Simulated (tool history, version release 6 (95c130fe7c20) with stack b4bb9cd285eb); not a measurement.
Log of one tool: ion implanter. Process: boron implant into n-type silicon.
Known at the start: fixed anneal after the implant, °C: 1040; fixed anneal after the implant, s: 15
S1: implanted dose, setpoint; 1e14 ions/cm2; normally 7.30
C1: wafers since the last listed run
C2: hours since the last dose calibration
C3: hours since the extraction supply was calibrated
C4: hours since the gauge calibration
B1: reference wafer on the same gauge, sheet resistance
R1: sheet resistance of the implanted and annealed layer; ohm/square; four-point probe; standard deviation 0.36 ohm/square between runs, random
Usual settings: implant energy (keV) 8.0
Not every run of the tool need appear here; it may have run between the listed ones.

{"run": 1, "hour": 0.0, "S1": 7.3, "implant energy (keV)": 8.0, "C1": 0, "C2": 1926.4, "C3": 7163.4, "C4": 130.6, "B1": 147.05, "R1": 179.72}
{"run": 2, "hour": 8.6, "S1": 7.3, "implant energy (keV)": 8.0, "C1": 205, "C2": 1935.0, "C3": 7172.0, "C4": 139.2, "B1": 146.96, "R1": 179.89}
{"run": 3, "hour": 25.3, "S1": 7.3, "implant energy (keV)": 8.0, "C1": 398, "C2": 1951.7, "C3": 7188.7, "C4": 155.9, "B1": 147.01, "R1": 179.67}
{"run": 4, "hour": 35.6, "S1": 7.3, "implant energy (keV)": 8.0, "C1": 245, "C2": 1962.0, "C3": 7199.0, "C4": 166.2, "B1": 146.99, "R1": 180.01}
{"run": 5, "hour": 49.5, "S1": 7.3, "implant energy (keV)": 8.0, "C1": 331, "C2": 1975.9, "C3": 7212.9, "C4": 180.1, "B1": 146.93, "R1": 179.69}
{"run": 6, "hour": 55.7, "S1": 7.3, "implant energy (keV)": 8.0, "C1": 147, "C2": 1982.1, "C3": 7219.1, "C4": 186.3, "B1": 147.08, "R1": 179.32}
{"run": 7, "hour": 65.4, "S1": 7.3, "implant energy (keV)": 8.0, "C1": 231, "C2": 1991.8, "C3": 7228.8, "C4": 196.0, "B1": 146.97, "R1": 179.48}
{"run": 8, "hour": 74.3, "S1": 7.3, "implant energy (keV)": 8.0, "C1": 212, "C2": 2000.7, "C3": 7237.7, "C4": 204.9, "B1": 147.02, "R1": 179.8}
{"run": 9, "hour": 80.3, "S1": 7.3, "implant energy (keV)": 8.0, "C1": 143, "C2": 2006.7, "C3": 7243.7, "C4": 210.9, "B1": 146.94, "R1": 179.29}
{"run": 10, "hour": 96.2, "S1": 7.3, "implant energy (keV)": 8.0, "C1": 379, "C2": 2022.6, "C3": 7259.6, "C4": 226.8, "B1": 147.02, "R1": 179.95}
{"run": 11, "hour": 110.9, "S1": 7.3, "implant energy (keV)": 8.0, "C1": 350, "C2": 2037.3, "C3": 7274.3, "C4": 241.5, "B1": 146.95, "R1": 180.31}
{"run": 12, "hour": 126.5, "S1": 9.24, "implant energy (keV)": 5.5, "C1": 371, "C2": 2052.9, "C3": 7289.9, "C4": 257.1, "B1": 146.99, "R1": 161.73}
{"run": 13, "hour": 137.5, "S1": 7.3, "implant energy (keV)": 5.5, "C1": 262, "C2": 2063.9, "C3": 7300.9, "C4": 268.1, "B1": 146.89, "R1": 189.08}
{"hour": 147.2, "done": "gauge calibrated"}
{"run": 14, "hour": 154.9, "S1": 5.21, "implant energy (keV)": 9.5, "C1": 414, "C2": 2081.3, "C3": 7318.3, "C4": 7.7, "B1": 147.09, "R1": 235.08}
{"hour": 164.2, "done": "extraction supply calibrated"}
{"run": 15, "hour": 164.7, "S1": 7.3, "implant energy (keV)": 6.5, "C1": 42, "C2": 2091.1, "C3": 0.5, "C4": 17.5, "B1": 146.95, "R1": 184.77}
{"run": 16, "hour": 181.5, "S1": 6.57, "implant energy (keV)": 5.5, "C1": 400, "C2": 2107.9, "C3": 17.3, "C4": 34.3, "B1": 146.97, "R1": 206.63}
{"hour": 192.1, "done": "Faraday cup replaced and dose calibrated"}
{"run": 17, "hour": 197.9, "S1": 6.41, "implant energy (keV)": 5.5, "C1": 200, "C2": 5.8, "C3": 33.7, "C4": 50.7, "B1": 147.0, "R1": 210.26}
{"run": 18, "hour": 215.8, "S1": 7.3, "implant energy (keV)": 8.0, "C1": 426, "C2": 23.7, "C3": 51.6, "C4": 68.6, "B1": 146.98, "R1": 179.72}
{"run": 19, "hour": 222.6, "S1": 9.04, "implant energy (keV)": 6.0, "C1": 162, "C2": 30.5, "C3": 58.4, "C4": 75.4, "B1": 147.04, "R1": 160.48}
{"run": 20, "hour": 234.7, "S1": 7.3, "implant energy (keV)": 8.0, "C1": 288, "C2": 42.6, "C3": 70.5, "C4": 87.5, "B1": 146.97, "R1": 179.89}
{"run": 21, "hour": 243.5, "S1": 7.3, "implant energy (keV)": 8.0, "C1": 209, "C2": 51.4, "C3": 79.3, "C4": 96.3, "B1": 147.08, "R1": 180.04}
{"run": 22, "hour": 254.0, "S1": 5.33, "implant energy (keV)": 10.0, "C1": 250, "C2": 61.9, "C3": 89.8, "C4": 106.8, "B1": 146.95, "R1": 229.18}
{"run": 23, "hour": 264.6, "S1": 6.53, "implant energy (keV)": 10.5, "C1": 252, "C2": 72.5, "C3": 100.4, "C4": 117.4, "B1": 147.02, "R1": 191.39}

Predict each of these 3 candidate next runs independently; none follows another, all start after run 23:
{"run": "A", "hour": 265.0, "S1": 7.3, "implant energy (keV)": 8.0, "C1": 9, "C2": 72.9, "C3": 100.8, "C4": 117.8, "B1": "?", "R1": "?"}
{"run": "B", "hour": 265.0, "S1": 8.93, "implant energy (keV)": 10.0, "C1": 9, "C2": 72.9, "C3": 100.8, "C4": 117.8, "B1": "?", "R1": "?"}
{"run": "C", "hour": 265.0, "S1": 9.29, "implant energy (keV)": 9.0, "C1": 9, "C2": 72.9, "C3": 100.8, "C4": 117.8, "B1": "?", "R1": "?"}

run=A B1=147.07 R1=180.13
run=B B1=147.07 R1=148.47
run=C B1=147.07 R1=146.21
Without the tool's hidden state the same runs would have given:
run=A R1=180.13
run=B R1=148.47
run=C R1=146.21
